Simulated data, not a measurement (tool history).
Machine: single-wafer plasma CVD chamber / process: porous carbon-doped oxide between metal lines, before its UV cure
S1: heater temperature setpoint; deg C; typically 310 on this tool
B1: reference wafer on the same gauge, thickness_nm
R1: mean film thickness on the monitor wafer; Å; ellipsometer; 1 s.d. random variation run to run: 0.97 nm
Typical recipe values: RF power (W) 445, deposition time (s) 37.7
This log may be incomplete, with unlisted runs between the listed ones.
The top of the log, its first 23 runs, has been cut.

Run 24, hour 611.5: usual settings but RF power (W) 515, deposition time (s) 33.9; B1 195.009. Result: R1 1643.90 Å.
Run 25, hour 641.0: usual settings but S1 320 deg C, RF power (W) 490, deposition time (s) 44.2; B1 194.860. Result: R1 1925.43 Å.
At hour 674.8: RF generator calibrated.
Run 26, hour 675.3: usual settings but deposition time (s) 41.9; B1 195.385. Result: R1 1873.12 Å.
Run 27, hour 706.5: usual settings but S1 295 deg C, deposition time (s) 39.7; B1 195.255. Result: R1 1933.34 Å.
Run 28, hour 725.2: usual settings but S1 306 deg C, RF power (W) 520, deposition time (s) 31.4; B1 195.219. Result: R1 1640.54 Å.
Run 29, hour 758.5: usual settings; B1 194.584. Result: R1 1665.26 Å.
Run 30, hour 773.0: usual settings; B1 194.931. Result: R1 1677.38 Å.
Run 31, hour 788.9: usual settings but S1 321 deg C, RF power (W) 420, deposition time (s) 31.3; B1 194.634. Result: R1 1231.07 Å.
Run 32, hour 807.8: usual settings but S1 300 deg C, RF power (W) 470, deposition time (s) 32.1; B1 195.180. Result: R1 1596.41 Å.
Run 33, hour 830.6: usual settings but S1 321 deg C, deposition time (s) 30.6; B1 194.880. Result: R1 1262.80 Å.
Run 34, hour 848.4: usual settings but S1 322 deg C, RF power (W) 510, deposition time (s) 34.6; B1 194.989. Result: R1 1620.19 Å.
Run 35, hour 872.6: usual settings but S1 300 deg C, RF power (W) 525; B1 195.251. Result: R1 2043.27 Å.

3 ways to go on from here, each from the tool as it stands after run 35. What would each give?
Run A, hour 873.0: usual settings but deposition time (s) 33.3; B1 ?. Result: R1 ?.
Run B, hour 873.0: usual settings but S1 322 deg C, RF power (W) 375; B1 ?. Result: R1 ?.
Run C, hour 873.0: usual settings but S1 301 deg C, RF power (W) 525, deposition time (s) 32.6; B1 ?. Result: R1 ?.

run       B1       R1
  A  195.320  1469.37
  B  195.320  1296.31
  C  195.320  1756.18
Stripped of hidden state, with their random variation kept, the same runs would have yielded:
run       R1
  A  1488.11
  B  1313.42
  C  1775.34
